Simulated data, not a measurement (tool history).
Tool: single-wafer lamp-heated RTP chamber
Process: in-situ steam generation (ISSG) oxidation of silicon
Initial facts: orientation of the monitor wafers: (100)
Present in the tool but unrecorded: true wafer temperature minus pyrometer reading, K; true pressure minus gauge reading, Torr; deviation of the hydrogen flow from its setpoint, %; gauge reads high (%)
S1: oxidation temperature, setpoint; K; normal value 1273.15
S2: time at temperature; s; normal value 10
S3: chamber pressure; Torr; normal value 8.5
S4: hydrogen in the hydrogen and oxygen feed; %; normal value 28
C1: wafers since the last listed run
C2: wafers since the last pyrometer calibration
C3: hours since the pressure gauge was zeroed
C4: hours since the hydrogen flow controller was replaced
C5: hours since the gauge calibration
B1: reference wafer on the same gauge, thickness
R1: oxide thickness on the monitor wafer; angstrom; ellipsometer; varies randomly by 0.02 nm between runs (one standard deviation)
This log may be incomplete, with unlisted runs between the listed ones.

{"run": 1, "hour": 0.0, "S1": 1273.15, "S2": 10, "S3": 8.5, "S4": 32, "C1": 0, "C2": 4598, "C3": 596.1, "C4": 1434.9, "C5": 3054.4, "B1": 3.574, "R1": 46.67}
{"run": 2, "hour": 75.7, "S1": 1273.15, "S2": 10, "S3": 8.5, "S4": 32, "C1": 821, "C2": 5420, "C3": 671.8, "C4": 1510.6, "C5": 3130.1, "B1": 3.572, "R1": 46.75}
{"run": 3, "hour": 166.6, "S1": 1273.15, "S2": 10, "S3": 8.5, "S4": 32, "C1": 986, "C2": 6407, "C3": 762.7, "C4": 1601.5, "C5": 3221.0, "B1": 3.579, "R1": 47.23}
{"hour": 234.5, "done": "pyrometer window cleaned and pyrometer calibrated"}
{"hour": 449.2, "done": "gauge calibrated"}
{"run": 4, "hour": 467.5, "S1": 1273.15, "S2": 10, "S3": 8.5, "S4": 28, "C1": 3179, "C2": 2529, "C3": 1063.6, "C4": 1902.4, "C5": 18.3, "B1": 3.589, "R1": 45.13}
{"run": 5, "hour": 524.7, "S1": 1273.15, "S2": 10, "S3": 8.5, "S4": 28, "C1": 620, "C2": 3150, "C3": 1120.8, "C4": 1959.6, "C5": 75.5, "B1": 3.575, "R1": 44.76}
{"run": 6, "hour": 622.8, "S1": 1273.15, "S2": 10, "S3": 8.5, "S4": 28, "C1": 1064, "C2": 4215, "C3": 1218.9, "C4": 2057.7, "C5": 173.6, "B1": 3.581, "R1": 45.23}
{"run": 7, "hour": 703.4, "S1": 1273.15, "S2": 10, "S3": 8.5, "S4": 28, "C1": 874, "C2": 5090, "C3": 1299.5, "C4": 2138.3, "C5": 254.2, "B1": 3.585, "R1": 45.35}
{"run": 8, "hour": 783.7, "S1": 1273.15, "S2": 10, "S3": 8.5, "S4": 28, "C1": 871, "C2": 5961, "C3": 1379.8, "C4": 2218.6, "C5": 334.5, "B1": 3.579, "R1": 45.32}
{"hour": 796.8, "done": "pyrometer window cleaned and pyrometer calibrated"}
{"run": 9, "hour": 835.6, "S1": 1273.15, "S2": 12, "S3": 8.5, "S4": 28, "C1": 476, "C2": 421, "C3": 1431.7, "C4": 2270.5, "C5": 386.4, "B1": 3.576, "R1": 47.28}
{"run": 10, "hour": 884.4, "S1": 1273.15, "S2": 12, "S3": 8.5, "S4": 28, "C1": 529, "C2": 950, "C3": 1480.5, "C4": 2319.3, "C5": 435.2, "B1": 3.581, "R1": 47.85}
{"hour": 904.6, "done": "pressure gauge zeroed"}
{"run": 11, "hour": 943.8, "S1": 1266.15, "S2": 10, "S3": 8.5, "S4": 28, "C1": 557, "C2": 1508, "C3": 39.2, "C4": 2378.7, "C5": 494.6, "B1": 3.583, "R1": 43.14}
{"run": 12, "hour": 1034.5, "S1": 1273.15, "S2": 14, "S3": 8.5, "S4": 32, "C1": 984, "C2": 2493, "C3": 129.9, "C4": 2469.4, "C5": 585.3, "B1": 3.578, "R1": 53.37}
{"run": 13, "hour": 1074.8, "S1": 1291.15, "S2": 10, "S3": 9.4, "S4": 32, "C1": 437, "C2": 2930, "C3": 170.2, "C4": 2509.7, "C5": 625.6, "B1": 3.583, "R1": 48.44}
{"run": 14, "hour": 1161.8, "S1": 1264.15, "S2": 14, "S3": 7.6, "S4": 22, "C1": 944, "C2": 3875, "C3": 257.2, "C4": 2596.7, "C5": 712.6, "B1": 3.585, "R1": 47.65}
{"run": 15, "hour": 1265.1, "S1": 1259.15, "S2": 13, "S3": 8.5, "S4": 32, "C1": 1121, "C2": 4996, "C3": 360.5, "C4": 2700.0, "C5": 815.9, "B1": 3.587, "R1": 49.52}
{"hour": 1329.5, "done": "pyrometer window cleaned and pyrometer calibrated"}
{"run": 16, "hour": 1400.9, "S1": 1277.15, "S2": 11, "S3": 8.5, "S4": 28, "C1": 1387, "C2": 774, "C3": 496.3, "C4": 2835.8, "C5": 951.7, "B1": 3.568, "R1": 46.31}
{"run": 17, "hour": 1466.4, "S1": 1279.15, "S2": 10, "S3": 8.5, "S4": 28, "C1": 710, "C2": 1485, "C3": 561.8, "C4": 2901.3, "C5": 1017.2, "B1": 3.583, "R1": 45.3}
{"run": 18, "hour": 1529.9, "S1": 1277.15, "S2": 11, "S3": 8.5, "S4": 28, "C1": 689, "C2": 2174, "C3": 625.3, "C4": 2964.8, "C5": 1080.7, "B1": 3.581, "R1": 46.82}
{"hour": 1553.5, "done": "hydrogen flow controller replaced"}
{"run": 19, "hour": 1589.2, "S1": 1273.15, "S2": 8, "S3": 8.5, "S4": 28, "C1": 556, "C2": 2731, "C3": 684.6, "C4": 35.7, "C5": 1140.0, "B1": 3.582, "R1": 40.61}
{"run": 20, "hour": 1667.4, "S1": 1273.15, "S2": 10, "S3": 9.1, "S4": 28, "C1": 848, "C2": 3580, "C3": 762.8, "C4": 113.9, "C5": 1218.2, "B1": 3.579, "R1": 44.79}
{"run": 21, "hour": 1709.3, "S1": 1273.15, "S2": 10, "S3": 8.5, "S4": 28, "C1": 454, "C2": 4035, "C3": 804.7, "C4": 155.8, "C5": 1260.1, "B1": 3.585, "R1": 45.11}
{"run": 22, "hour": 1774.5, "S1": 1273.15, "S2": 13, "S3": 8.5, "S4": 28, "C1": 707, "C2": 4743, "C3": 869.9, "C4": 221.0, "C5": 1325.3, "B1": 3.582, "R1": 50.49}
{"run": 23, "hour": 1842.2, "S1": 1290.15, "S2": 12, "S3": 9.7, "S4": 32, "C1": 734, "C2": 5477, "C3": 937.6, "C4": 288.7, "C5": 1393.0, "B1": 3.583, "R1": 53.02}
{"hour": 1865.5, "done": "pyrometer window cleaned and pyrometer calibrated"}
{"run": 24, "hour": 1919.4, "S1": 1273.15, "S2": 8, "S3": 9.2, "S4": 28, "C1": 751, "C2": 584, "C3": 1014.8, "C4": 365.9, "C5": 1470.2, "B1": 3.575, "R1": 40.02}
{"run": 25, "hour": 1999.4, "S1": 1260.15, "S2": 10, "S3": 8.5, "S4": 28, "C1": 868, "C2": 1453, "C3": 1094.8, "C4": 445.9, "C5": 1550.2, "B1": 3.58, "R1": 42.61}
{"run": 26, "hour": 2066.4, "S1": 1273.15, "S2": 10, "S3": 8.5, "S4": 28, "C1": 727, "C2": 2180, "C3": 1161.8, "C4": 512.9, "C5": 1617.2, "B1": 3.578, "R1": 44.86}
{"run": 27, "hour": 2155.6, "S1": 1289.15, "S2": 12, "S3": 7.0, "S4": 28, "C1": 968, "C2": 3148, "C3": 1251.0, "C4": 602.1, "C5": 1706.4, "B1": 3.581, "R1": 52.11}
{"run": 28, "hour": 2201.4, "S1": 1253.15, "S2": 10, "S3": 8.5, "S4": 31, "C1": 497, "C2": 3645, "C3": 1296.8, "C4": 647.9, "C5": 1752.2, "B1": 3.577, "R1": 43.85}
{"run": 29, "hour": 2254.3, "S1": 1260.15, "S2": 10, "S3": 8.5, "S4": 22, "C1": 574, "C2": 4219, "C3": 1349.7, "C4": 700.8, "C5": 1805.1, "B1": 3.579, "R1": 40.89}
{"run": 30, "hour": 2296.6, "S1": 1273.15, "S2": 10, "S3": 9.4, "S4": 28, "C1": 459, "C2": 4679, "C3": 1392.0, "C4": 743.1, "C5": 1847.4, "B1": 3.585, "R1": 44.18}
{"hour": 2369.5, "done": "pyrometer window cleaned and pyrometer calibrated"}
{"run": 31, "hour": 2384.9, "S1": 1280.15, "S2": 9, "S3": 8.5, "S4": 28, "C1": 871, "C2": 167, "C3": 1480.3, "C4": 831.4, "C5": 1935.7, "B1": 3.582, "R1": 43.55}

Below, some changes in R1 between adjacent runs. For each, the amount present without the hidden state too (settings, incoming material, random variation) and the amount remaining for the hidden state with gauge scatter not shared by both compared results:
Run 8 -> 9: S2 10 -> 12, pyrometer window cleaned and pyrometer calibrated. R1 +1.96 angstrom: hidden state -1.36, all else +3.32.
Run 11 -> 12: S1 1266.15 -> 1273.15, S2 10 -> 14, S4 28 -> 32. R1 +10.23 angstrom: hidden state +0.72, all else +9.51.
Run 23 -> 24: S1 1290.15 -> 1273.15, S2 12 -> 8, S3 9.7 -> 9.2, S4 32 -> 28, pyrometer window cleaned and pyrometer calibrated. R1 -13.00 angstrom: hidden state -1.78, all else -11.22.
Run 27 -> 28: S1 1289.15 -> 1253.15, S2 12 -> 10, S3 7.0 -> 8.5, S4 28 -> 31. R1 -8.26 angstrom: hidden state -0.64, all else -7.62.
Run 30 -> 31: S1 1273.15 -> 1280.15, S2 10 -> 9, S3 9.4 -> 8.5, pyrometer window cleaned and pyrometer calibrated. R1 -0.63 angstrom: hidden state -1.00, all else +0.37.
